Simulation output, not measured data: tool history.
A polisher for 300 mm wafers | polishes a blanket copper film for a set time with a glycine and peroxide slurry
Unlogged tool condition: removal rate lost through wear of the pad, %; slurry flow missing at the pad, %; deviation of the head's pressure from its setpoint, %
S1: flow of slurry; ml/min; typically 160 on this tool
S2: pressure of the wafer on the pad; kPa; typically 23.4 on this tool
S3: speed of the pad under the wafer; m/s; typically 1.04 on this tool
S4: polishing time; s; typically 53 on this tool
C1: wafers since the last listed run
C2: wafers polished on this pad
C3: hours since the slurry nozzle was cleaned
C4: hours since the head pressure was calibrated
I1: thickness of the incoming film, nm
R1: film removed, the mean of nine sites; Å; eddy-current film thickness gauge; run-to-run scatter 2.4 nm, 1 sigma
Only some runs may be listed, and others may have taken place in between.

run 1 hour=0.0 | S1=160 S2=23.4 S3=1.04 S4=53 | C1=0 C2=2120 C3=18.7 C4=28.4 | I1=1087.2 | R1=3808
-- hour=10.0 worn pad replaced by a new one
run 2 hour=33.5 | S1=160 S2=23.4 S3=1.04 S4=53 | C1=296 C2=236 C3=52.2 C4=61.9 | I1=1092.0 | R1=3962
run 3 hour=68.8 | S1=160 S2=23.4 S3=1.04 S4=53 | C1=355 C2=591 C3=87.5 C4=97.2 | I1=1090.1 | R1=3951
run 4 hour=81.3 | S1=160 S2=23.4 S3=1.04 S4=53 | C1=125 C2=716 C3=100.0 C4=109.7 | I1=1088.7 | R1=3867
run 5 hour=102.7 | S1=160 S2=23.4 S3=1.04 S4=53 | C1=215 C2=931 C3=121.4 C4=131.1 | I1=1100.0 | R1=3905
run 6 hour=115.2 | S1=160 S2=23.4 S3=1.04 S4=53 | C1=125 C2=1057 C3=133.9 C4=143.6 | I1=1080.7 | R1=3862
run 7 hour=147.7 | S1=160 S2=23.4 S3=1.04 S4=53 | C1=326 C2=1384 C3=166.4 C4=176.1 | I1=1096.6 | R1=3888
run 8 hour=172.4 | S1=160 S2=23.4 S3=1.04 S4=53 | C1=248 C2=1632 C3=191.1 C4=200.8 | I1=1071.6 | R1=3801
-- hour=206.2 worn pad replaced by a new one
run 9 hour=206.6 | S1=160 S2=23.4 S3=0.88 S4=53 | C1=303 C2=4 C3=225.3 C4=235.0 | I1=1095.7 | R1=3535
run 10 hour=235.2 | S1=160 S2=23.4 S3=1.04 S4=59 | C1=287 C2=291 C3=253.9 C4=263.6 | I1=1102.5 | R1=4363
run 11 hour=256.3 | S1=160 S2=23.4 S3=1.04 S4=59 | C1=212 C2=504 C3=275.0 C4=284.7 | I1=1083.0 | R1=4373
run 12 hour=288.7 | S1=160 S2=23.4 S3=1.04 S4=59 | C1=325 C2=829 C3=307.4 C4=317.1 | I1=1077.8 | R1=4272
run 13 hour=318.5 | S1=160 S2=23.4 S3=1.04 S4=53 | C1=299 C2=1129 C3=337.2 C4=346.9 | I1=1074.5 | R1=3824
run 14 hour=349.5 | S1=160 S2=23.4 S3=1.04 S4=53 | C1=311 C2=1441 C3=368.2 C4=377.9 | I1=1090.8 | R1=3738
run 15 hour=382.4 | S1=160 S2=23.4 S3=1.04 S4=53 | C1=330 C2=1772 C3=401.1 C4=410.8 | I1=1089.1 | R1=3726
run 16 hour=402.4 | S1=160 S2=23.4 S3=1.04 S4=53 | C1=201 C2=1973 C3=421.1 C4=430.8 | I1=1101.0 | R1=3677
-- hour=433.7 worn pad replaced by a new one
run 17 hour=438.3 | S1=180 S2=15.9 S3=1.04 S4=71 | C1=320 C2=46 C3=457.0 C4=466.7 | I1=1077.3 | R1=3824
run 18 hour=478.4 | S1=105 S2=20.7 S3=0.74 S4=58 | C1=403 C2=449 C3=497.1 C4=506.8 | I1=1077.9 | R1=2746
-- hour=522.9 slurry nozzle cleaned
run 19 hour=524.6 | S1=215 S2=23.4 S3=1.28 S4=53 | C1=454 C2=904 C3=1.7 C4=553.0 | I1=1097.6 | R1=4703
run 20 hour=541.3 | S1=160 S2=23.4 S3=1.04 S4=53 | C1=167 C2=1072 C3=18.4 C4=569.7 | I1=1078.3 | R1=3923
run 21 hour=553.9 | S1=120 S2=23.4 S3=1.04 S4=53 | C1=126 C2=1198 C3=31.0 C4=582.3 | I1=1082.6 | R1=3678
run 22 hour=581.1 | S1=160 S2=23.4 S3=1.32 S4=38 | C1=273 C2=1472 C3=58.2 C4=609.5 | I1=1088.5 | R1=3245
run 23 hour=596.4 | S1=160 S2=23.4 S3=1.04 S4=53 | C1=153 C2=1626 C3=73.5 C4=624.8 | I1=1081.9 | R1=3819
-- hour=616.4 worn pad replaced by a new one
-- hour=621.7 head pressure recalibrated
run 24 hour=622.2 | S1=160 S2=23.4 S3=0.70 S4=53 | C1=199 C2=38 C3=99.3 C4=0.5 | I1=1090.8 | R1=3073
run 25 hour=640.9 | S1=160 S2=23.4 S3=1.04 S4=53 | C1=188 C2=226 C3=118.0 C4=19.2 | I1=1098.9 | R1=3908
run 26 hour=664.4 | S1=160 S2=23.4 S3=1.04 S4=53 | C1=236 C2=462 C3=141.5 C4=42.7 | I1=1103.1 | R1=3912
run 27 hour=685.6 | S1=160 S2=23.4 S3=1.04 S4=53 | C1=213 C2=676 C3=162.7 C4=63.9 | I1=1076.4 | R1=3904
run 28 hour=709.4 | S1=120 S2=16.5 S3=1.34 S4=61 | C1=239 C2=915 C3=186.5 C4=87.7 | I1=1105.4 | R1=3710
run 29 hour=739.9 | S1=160 S2=18.6 S3=1.04 S4=53 | C1=306 C2=1222 C3=217.0 C4=118.2 | I1=1106.7 | R1=3144
run 30 hour=765.8 | S1=160 S2=25.5 S3=0.74 S4=53 | C1=260 C2=1482 C3=242.9 C4=144.1 | I1=1090.8 | R1=3278
run 31 hour=778.1 | S1=160 S2=23.4 S3=1.32 S4=38 | C1=123 C2=1606 C3=255.2 C4=156.4 | I1=1080.1 | R1=3162
run 32 hour=798.0 | S1=160 S2=23.4 S3=1.04 S4=62 | C1=200 C2=1806 C3=275.1 C4=176.3 | I1=1091.7 | R1=4383
-- hour=845.4 worn pad replaced by a new one
run 33 hour=873.9 | S1=160 S2=23.4 S3=0.90 S4=38 | C1=723 C2=286 C3=351.0 C4=252.2 | I1=1108.1 | R1=2534
run 34 hour=888.8 | S1=125 S2=23.4 S3=1.04 S4=53 | C1=149 C2=436 C3=365.9 C4=267.1 | I1=1087.6 | R1=3618
run 35 hour=901.5 | S1=160 S2=23.4 S3=1.04 S4=53 | C1=127 C2=564 C3=378.6 C4=279.8 | I1=1078.7 | R1=3810
run 36 hour=915.1 | S1=120 S2=28.3 S3=0.90 S4=47 | C1=136 C2=701 C3=392.2 C4=293.4 | I1=1091.7 | R1=3384
run 37 hour=932.3 | S1=160 S2=23.4 S3=1.16 S4=53 | C1=172 C2=873 C3=409.4 C4=310.6 | I1=1079.2 | R1=4057

How would selected steps in R1 from run to run divide? Give the signed amount a tool lacking its hidden state would still show from settings, what came in and random variation, and the signed amount left for the hidden state, including any gauge scatter that is not in both of the compared results.
Run 1 -> 2: worn pad replaced by a new one. R1 +154 Å: hidden state +197, all else -43.
Run 16 -> 17: S1 160 -> 180, S2 23.4 -> 15.9, S4 53 -> 71, worn pad replaced by a new one. R1 +147 Å: hidden state +178, all else -31.
Run 18 -> 19: S1 105 -> 215, S2 20.7 -> 23.4, S3 0.74 -> 1.28, S4 58 -> 53, slurry nozzle cleaned. R1 +1957 Å: hidden state +52, all else +1905.
Run 31 -> 32: S3 1.32 -> 1.04, S4 38 -> 62. R1 +1221 Å: hidden state -103, all else +1324.
Run 32 -> 33: S3 1.04 -> 0.90, S4 62 -> 38, worn pad replaced by a new one. R1 -1849 Å: hidden state +213, all else -2062.
